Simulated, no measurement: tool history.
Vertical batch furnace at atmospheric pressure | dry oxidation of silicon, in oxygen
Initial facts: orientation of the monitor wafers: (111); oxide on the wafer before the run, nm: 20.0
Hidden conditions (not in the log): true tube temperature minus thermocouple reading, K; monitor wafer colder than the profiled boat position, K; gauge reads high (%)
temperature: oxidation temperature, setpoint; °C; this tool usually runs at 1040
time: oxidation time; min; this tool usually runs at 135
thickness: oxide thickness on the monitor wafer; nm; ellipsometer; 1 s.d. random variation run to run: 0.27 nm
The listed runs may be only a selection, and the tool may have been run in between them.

run,hour,temperature,time,wafers since the last listed run,hours since the last temperature calibration,hours since the boat lift was adjusted,hours since the gauge calibration,"read-back reference wafer on the same gauge, thickness",thickness
1,0,1040,135,0,3663.4,5547.8,809.3,126.99,157.86
2,64.1,1040,135,926,3727.5,5611.9,873.4,126.98,157.33
# hour 157.5: boat lift adjusted
3,158,1040,135,1009,3821.4,0.5,967.3,127.05,157.82
4,172.3,1040,135,206,3835.7,14.8,981.6,126.99,158.63
5,186.2,1040,135,200,3849.6,28.7,995.5,126.95,158.24
6,209,1040,135,329,3872.4,51.5,1018.3,126.97,158.39
7,241.5,1040,135,469,3904.9,84,1050.8,127.03,157.74
8,272.2,1040,135,443,3935.6,114.7,1081.5,126.95,157.86
9,300.6,1040,135,410,3964,143.1,1109.9,126.95,158.16
10,326.6,1040,109.5,375,3990,169.1,1135.9,126.99,140.08
11,340.6,1040,109.5,202,4004,183.1,1149.9,127.05,139.76
12,370.2,1030,135,427,4033.6,212.7,1179.5,127.01,150.08
13,405.6,1021,135,511,4069,248.1,1214.9,127.15,143.12
14,434.7,1040,135,420,4098.1,277.2,1244,126.99,158.12
15,458,1065,183.5,336,4121.4,300.5,1267.3,127.01,216.78
16,484,1040,135,375,4147.4,326.5,1293.3,127.08,159.22
17,518.1,1052,135,492,4181.5,360.6,1327.4,126.96,169.61
# hour 545.1: gauge calibrated
18,607.8,1063,135,1295,4271.2,450.3,62.7,126.96,179.86
19,642.8,1040,190,505,4306.2,485.3,97.7,127.06,193.95
# hour 668.4: thermocouples replaced and temperature profile calibrated
20,668.9,1026,160,30,0.5,511.4,123.8,126.89,157.4
21,677.9,1061,159,130,9.5,520.4,132.8,127.09,189.18
22,691.6,1040,68.5,197,23.2,534.1,146.5,126.97,103.27
23,708.9,1059,91,249,40.5,551.4,163.8,126.88,135.51
24,741.8,1058,102.5,475,73.4,584.3,196.7,126.97,144.02
25,754.6,1040,135,184,86.2,597.1,209.5,126.93,154.17
26,773.4,1040,135,271,105,615.9,228.3,127.02,153.81
27,789.7,1032,173,235,121.3,632.2,244.6,127.05,170.38

Predict the results of run 28:
28,822.4,1059,91,472,154,664.9,277.3,?,?

read-back reference wafer on the same gauge, thickness: 127.01
thickness: 135.27 nm
Had the tool carried no hidden state, the very same run would have given thickness 135.08 nm.
